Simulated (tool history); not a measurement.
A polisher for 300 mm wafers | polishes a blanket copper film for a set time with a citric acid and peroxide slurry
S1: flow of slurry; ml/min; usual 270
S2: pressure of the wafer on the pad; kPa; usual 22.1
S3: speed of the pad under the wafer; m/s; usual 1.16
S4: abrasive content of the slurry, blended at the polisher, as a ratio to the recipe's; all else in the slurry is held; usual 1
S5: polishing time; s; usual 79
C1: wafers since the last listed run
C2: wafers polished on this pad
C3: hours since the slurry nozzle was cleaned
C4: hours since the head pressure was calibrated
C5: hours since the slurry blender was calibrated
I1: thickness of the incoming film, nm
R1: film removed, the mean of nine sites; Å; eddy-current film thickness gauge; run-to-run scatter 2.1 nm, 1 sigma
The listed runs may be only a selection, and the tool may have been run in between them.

Run 1, hour 0: usual settings but S5 91 s; C1 0; C2 296; C3 290.3; C4 789.5; C5 111.4; I1 1213.1. Result: R1 2558 Å.
Run 2, hour 16.5: usual settings; C1 142; C2 439; C3 306.8; C4 806; C5 127.9; I1 1189.9. Result: R1 2219 Å.
Run 3, hour 35: usual settings; C1 160; C2 599; C3 325.3; C4 824.5; C5 146.4; I1 1207.7. Result: R1 2200 Å.
Run 4, hour 65.9: usual settings; C1 267; C2 866; C3 356.2; C4 855.4; C5 177.3; I1 1191.8. Result: R1 2229 Å.
At hour 72.7: worn pad replaced by a new one.
Run 5, hour 80.7: usual settings; C1 93; C2 68; C3 371; C4 870.2; C5 192.1; I1 1198.4. Result: R1 2235 Å.
Run 6, hour 102.6: usual settings; C1 189; C2 258; C3 392.9; C4 892.1; C5 214; I1 1209. Result: R1 2229 Å.
Run 7, hour 119.6: usual settings but S5 94 s; C1 147; C2 405; C3 409.9; C4 909.1; C5 231; I1 1208.3. Result: R1 2650 Å.
Run 8, hour 147.1: usual settings but S5 94 s; C1 237; C2 643; C3 437.4; C4 936.6; C5 258.5; I1 1209.9. Result: R1 2640 Å.
Run 9, hour 173.7: usual settings; C1 230; C2 873; C3 464; C4 963.2; C5 285.1; I1 1207.3. Result: R1 2238 Å.
At hour 201.9: worn pad replaced by a new one.
At hour 201.9: slurry blender recalibrated.
Run 10, hour 209.6: usual settings; C1 275; C2 66; C3 499.9; C4 999.1; C5 7.7; I1 1202.7. Result: R1 2226 Å.
Run 11, hour 290: usual settings; C1 695; C2 762; C3 580.3; C4 1079.5; C5 88.1; I1 1226.2. Result: R1 2202 Å.
At hour 306.9: head pressure recalibrated.
At hour 309.7: worn pad replaced by a new one.
Run 12, hour 322.3: usual settings but S1 180 ml/min, S3 0.94 m/s, S4 1.3; C1 237; C2 108; C3 612.6; C4 15.4; C5 120.4; I1 1215.5. Result: R1 1790 Å.
At hour 334.3: slurry nozzle cleaned.
Run 13, hour 356.9: usual settings but S3 0.88 m/s; C1 290; C2 399; C3 22.6; C4 50; C5 155; I1 1207.5. Result: R1 1716 Å.
Run 14, hour 370.3: usual settings but S2 29.6 kPa, S5 87 s; C1 115; C2 515; C3 36; C4 63.4; C5 168.4; I1 1233.8. Result: R1 3262 Å.
Run 15, hour 403.6: usual settings; C1 288; C2 803; C3 69.3; C4 96.7; C5 201.7; I1 1184. Result: R1 2200 Å.
At hour 422.9: worn pad replaced by a new one.
Run 16, hour 438: usual settings but S1 325 ml/min, S3 1.52 m/s, S4 1.25; C1 263; C2 130; C3 103.7; C4 131.1; C5 236.1; I1 1219.4. Result: R1 3056 Å.
Run 17, hour 454.6: usual settings but S1 350 ml/min, S2 24.8 kPa, S3 1.52 m/s, S4 1.15; C1 143; C2 274; C3 120.3; C4 147.7; C5 252.7; I1 1221.9. Result: R1 3418 Å.
At hour 485: slurry blender recalibrated.
Run 18, hour 485.5: usual settings but S1 360 ml/min, S5 105 s; C1 250; C2 524; C3 151.2; C4 178.6; C5 0.5; I1 1204.5. Result: R1 3009 Å.
Run 19, hour 510.1: usual settings but S5 60 s; C1 212; C2 737; C3 175.8; C4 203.2; C5 25.1; I1 1213.4. Result: R1 1698 Å.
Run 20, hour 523.2: usual settings but S3 0.88 m/s; C1 113; C2 850; C3 188.9; C4 216.3; C5 38.2; I1 1200.9. Result: R1 1731 Å.
At hour 552.3: worn pad replaced by a new one.
Run 21, hour 552.8: usual settings; C1 221; C2 4; C3 218.5; C4 245.9; C5 67.8; I1 1219.6. Result: R1 2267 Å.
Run 22, hour 583.4: usual settings but S1 205 ml/min; C1 264; C2 269; C3 249.1; C4 276.5; C5 98.4; I1 1210.6. Result: R1 2156 Å.

Below are 4 alternative next runs, each starting from the tool's condition after run 22. Predict each:
Run A, hour 583.8: usual settings but S2 29 kPa; C1 3; C2 272; C3 249.5; C4 276.9; C5 98.8; I1 1197.1. Result: R1 ?.
Run B, hour 583.8: usual settings but S1 200 ml/min, S2 26.2 kPa, S3 1.02 m/s, S5 97 s; C1 3; C2 272; C3 249.5; C4 276.9; C5 98.8; I1 1197.1. Result: R1 ?.
Run C, hour 583.8: usual settings but S2 19.3 kPa, S3 0.92 m/s, S4 0.9; C1 3; C2 272; C3 249.5; C4 276.9; C5 98.8; I1 1197.1. Result: R1 ?.
Run D, hour 583.8: usual settings but S2 18.6 kPa, S4 0.75; C1 3; C2 272; C3 249.5; C4 276.9; C5 98.8; I1 1197.1. Result: R1 ?.

run    R1
  A  2872
  B  2721
  C  1517
  D  1762
With no hidden state in the tool, these same runs would have given:
run    R1
  A  2872
  B  2721
  C  1517
  D  1762
